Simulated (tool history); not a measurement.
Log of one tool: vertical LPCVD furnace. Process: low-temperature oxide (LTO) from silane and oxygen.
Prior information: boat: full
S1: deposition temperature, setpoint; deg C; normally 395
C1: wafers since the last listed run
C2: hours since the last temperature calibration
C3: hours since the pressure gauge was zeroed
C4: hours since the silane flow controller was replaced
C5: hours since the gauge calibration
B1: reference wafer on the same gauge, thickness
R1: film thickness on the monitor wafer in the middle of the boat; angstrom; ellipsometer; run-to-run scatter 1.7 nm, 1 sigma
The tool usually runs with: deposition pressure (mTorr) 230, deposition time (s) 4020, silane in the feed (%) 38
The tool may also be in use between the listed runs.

run 1 hour=0.0 | S1=395 deposition_pressure_(mTorr)=215 deposition_time_(s)=4020 silane_in_the_feed_(%)=38 | C1=0 C2=1477.9 C3=3388.9 C4=5546.0 C5=31.1 | B1=626.43 | R1=5754.4
run 2 hour=101.0 | S1=395 deposition_pressure_(mTorr)=215 deposition_time_(s)=4020 silane_in_the_feed_(%)=38 | C1=870 C2=1578.9 C3=3489.9 C4=5647.0 C5=132.1 | B1=625.80 | R1=5725.5
run 3 hour=155.9 | S1=395 deposition_pressure_(mTorr)=215 deposition_time_(s)=4020 silane_in_the_feed_(%)=38 | C1=473 C2=1633.8 C3=3544.8 C4=5701.9 C5=187.0 | B1=626.03 | R1=5733.8
run 4 hour=242.4 | S1=395 deposition_pressure_(mTorr)=230 deposition_time_(s)=4020 silane_in_the_feed_(%)=38 | C1=745 C2=1720.3 C3=3631.3 C4=5788.4 C5=273.5 | B1=626.26 | R1=6108.7
run 5 hour=319.8 | S1=395 deposition_pressure_(mTorr)=195 deposition_time_(s)=4020 silane_in_the_feed_(%)=36 | C1=667 C2=1797.7 C3=3708.7 C4=5865.8 C5=350.9 | B1=626.08 | R1=4825.7
run 6 hour=426.0 | S1=395 deposition_pressure_(mTorr)=230 deposition_time_(s)=4020 silane_in_the_feed_(%)=38 | C1=915 C2=1903.9 C3=3814.9 C4=5972.0 C5=457.1 | B1=625.84 | R1=6132.5
run 7 hour=491.5 | S1=395 deposition_pressure_(mTorr)=230 deposition_time_(s)=4020 silane_in_the_feed_(%)=38 | C1=564 C2=1969.4 C3=3880.4 C4=6037.5 C5=522.6 | B1=625.62 | R1=6106.3
-- hour=574.3 pressure gauge zeroed
run 8 hour=584.6 | S1=395 deposition_pressure_(mTorr)=230 deposition_time_(s)=4020 silane_in_the_feed_(%)=38 | C1=595 C2=2062.5 C3=10.3 C4=6130.6 C5=615.7 | B1=626.17 | R1=6117.6
-- hour=621.7 thermocouples replaced and temperature profile calibrated
run 9 hour=659.4 | S1=386 deposition_pressure_(mTorr)=230 deposition_time_(s)=4020 silane_in_the_feed_(%)=38 | C1=437 C2=37.7 C3=85.1 C4=6205.4 C5=690.5 | B1=625.58 | R1=5475.6
run 10 hour=710.4 | S1=386 deposition_pressure_(mTorr)=230 deposition_time_(s)=4020 silane_in_the_feed_(%)=38 | C1=439 C2=88.7 C3=136.1 C4=6256.4 C5=741.5 | B1=625.88 | R1=5487.0
run 11 hour=806.0 | S1=395 deposition_pressure_(mTorr)=250 deposition_time_(s)=4020 silane_in_the_feed_(%)=43 | C1=824 C2=184.3 C3=231.7 C4=6352.0 C5=837.1 | B1=625.73 | R1=7743.0
-- hour=842.5 silane flow controller replaced
run 12 hour=875.1 | S1=395 deposition_pressure_(mTorr)=260 deposition_time_(s)=2700 silane_in_the_feed_(%)=38 | C1=388 C2=253.4 C3=300.8 C4=32.6 C5=906.2 | B1=626.25 | R1=4864.6
run 13 hour=1139.8 | S1=395 deposition_pressure_(mTorr)=180 deposition_time_(s)=4020 silane_in_the_feed_(%)=42 | C1=2281 C2=518.1 C3=565.5 C4=297.3 C5=1170.9 | B1=626.20 | R1=5666.5
run 14 hour=1232.7 | S1=402 deposition_pressure_(mTorr)=230 deposition_time_(s)=4020 silane_in_the_feed_(%)=38 | C1=800 C2=611.0 C3=658.4 C4=390.2 C5=1263.8 | B1=625.71 | R1=6914.3
run 15 hour=1305.9 | S1=395 deposition_pressure_(mTorr)=215 deposition_time_(s)=4020 silane_in_the_feed_(%)=38 | C1=631 C2=684.2 C3=731.6 C4=463.4 C5=1337.0 | B1=625.51 | R1=5933.3
-- hour=1388.3 gauge calibrated
run 16 hour=1396.2 | S1=395 deposition_pressure_(mTorr)=185 deposition_time_(s)=4020 silane_in_the_feed_(%)=38 | C1=778 C2=774.5 C3=821.9 C4=553.7 C5=7.9 | B1=626.14 | R1=5128.8
run 17 hour=1498.1 | S1=395 deposition_pressure_(mTorr)=215 deposition_time_(s)=4020 silane_in_the_feed_(%)=38 | C1=878 C2=876.4 C3=923.8 C4=655.6 C5=109.8 | B1=625.95 | R1=5947.9
run 18 hour=1539.8 | S1=395 deposition_pressure_(mTorr)=230 deposition_time_(s)=4020 silane_in_the_feed_(%)=38 | C1=359 C2=918.1 C3=965.5 C4=697.3 C5=151.5 | B1=625.72 | R1=6394.6
run 19 hour=1583.5 | S1=395 deposition_pressure_(mTorr)=200 deposition_time_(s)=4020 silane_in_the_feed_(%)=36 | C1=376 C2=961.8 C3=1009.2 C4=741.0 C5=195.2 | B1=625.70 | R1=5170.3
run 20 hour=1659.0 | S1=395 deposition_pressure_(mTorr)=230 deposition_time_(s)=4020 silane_in_the_feed_(%)=38 | C1=650 C2=1037.3 C3=1084.7 C4=816.5 C5=270.7 | B1=626.24 | R1=6329.9
run 21 hour=1699.4 | S1=388 deposition_pressure_(mTorr)=230 deposition_time_(s)=4020 silane_in_the_feed_(%)=36 | C1=348 C2=1077.7 C3=1125.1 C4=856.9 C5=311.1 | B1=626.21 | R1=5450.4
run 22 hour=1743.7 | S1=398 deposition_pressure_(mTorr)=230 deposition_time_(s)=4020 silane_in_the_feed_(%)=38 | C1=381 C2=1122.0 C3=1169.4 C4=901.2 C5=355.4 | B1=626.07 | R1=6593.4
run 23 hour=1792.8 | S1=395 deposition_pressure_(mTorr)=230 deposition_time_(s)=4920 silane_in_the_feed_(%)=38 | C1=423 C2=1171.1 C3=1218.5 C4=950.3 C5=404.5 | B1=626.03 | R1=7782.6

What if the next run were any one of these 3? Each begins from the tool's condition after run 23:
run A hour=1797.7 | S1=395 deposition_pressure_(mTorr)=230 deposition_time_(s)=4020 silane_in_the_feed_(%)=38 | C1=42 C2=1176.0 C3=1223.4 C4=955.2 C5=409.4 | B1=? | R1=?
run B hour=1797.7 | S1=403 deposition_pressure_(mTorr)=230 deposition_time_(s)=4020 silane_in_the_feed_(%)=38 | C1=42 C2=1176.0 C3=1223.4 C4=955.2 C5=409.4 | B1=? | R1=?
run C hour=1797.7 | S1=388 deposition_pressure_(mTorr)=275 deposition_time_(s)=4680 silane_in_the_feed_(%)=34 | C1=42 C2=1176.0 C3=1223.4 C4=955.2 C5=409.4 | B1=? | R1=?

run=A B1=626.06 R1=6344.8
run=B B1=626.06 R1=6943.4
run=C B1=626.06 R1=7000.0
The same runs, with their run-to-run variation unchanged, on a tool lacking any hidden condition would have given:
run=A R1=6402.4
run=B R1=7005.1
run=C R1=7074.6
